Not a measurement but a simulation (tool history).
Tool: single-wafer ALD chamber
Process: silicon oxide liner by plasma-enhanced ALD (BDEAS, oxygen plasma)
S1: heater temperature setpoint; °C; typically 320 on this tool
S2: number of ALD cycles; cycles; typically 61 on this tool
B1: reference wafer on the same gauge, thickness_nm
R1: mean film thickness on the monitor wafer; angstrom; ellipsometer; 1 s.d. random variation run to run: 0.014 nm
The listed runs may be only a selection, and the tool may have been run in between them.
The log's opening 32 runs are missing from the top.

Run 33, day 36.625: usual settings; B1 6.736. Result: R1 57.15 angstrom.
Run 34, day 37.146: usual settings but S1 329 °C, S2 54 cycles; B1 6.745. Result: R1 49.91 angstrom.
Run 35, day 38.142: usual settings but S1 314 °C, S2 50 cycles; B1 6.737. Result: R1 47.38 angstrom.
Run 36, day 39.012: usual settings; B1 6.739. Result: R1 57.04 angstrom.
Run 37, day 43.379: usual settings but S2 54 cycles; B1 6.744. Result: R1 50.54 angstrom.
Run 38, day 44.012: usual settings but S1 332 °C, S2 66 cycles; B1 6.740. Result: R1 60.57 angstrom.
Run 39, day 44.517: usual settings but S2 57 cycles; B1 6.741. Result: R1 53.30 angstrom.
Run 40, day 45.100: usual settings but S1 306 °C, S2 49 cycles; B1 6.739. Result: R1 47.04 angstrom.
Run 41, day 46.379: usual settings but S1 308 °C, S2 54 cycles; B1 6.739. Result: R1 51.66 angstrom.
Run 42, day 50.242: usual settings but S1 313 °C, S2 67 cycles; B1 6.737. Result: R1 63.49 angstrom.

Below are 3 alternative next runs, each starting from the tool's condition after run 42. Predict each:
Run A, day 50.262: usual settings but S1 309 °C; B1 ?. Result: R1 ?.
Run B, day 50.262: usual settings but S1 315 °C, S2 52 cycles; B1 ?. Result: R1 ?.
Run C, day 50.262: usual settings but S1 313 °C; B1 ?. Result: R1 ?.

run     B1     R1
  A  6.738  58.11
  B  6.738  49.06
  C  6.738  57.74
With the hidden condition removed and each run's random variation left untouched, the same runs would have given:
run     R1
  A  58.11
  B  49.06
  C  57.74

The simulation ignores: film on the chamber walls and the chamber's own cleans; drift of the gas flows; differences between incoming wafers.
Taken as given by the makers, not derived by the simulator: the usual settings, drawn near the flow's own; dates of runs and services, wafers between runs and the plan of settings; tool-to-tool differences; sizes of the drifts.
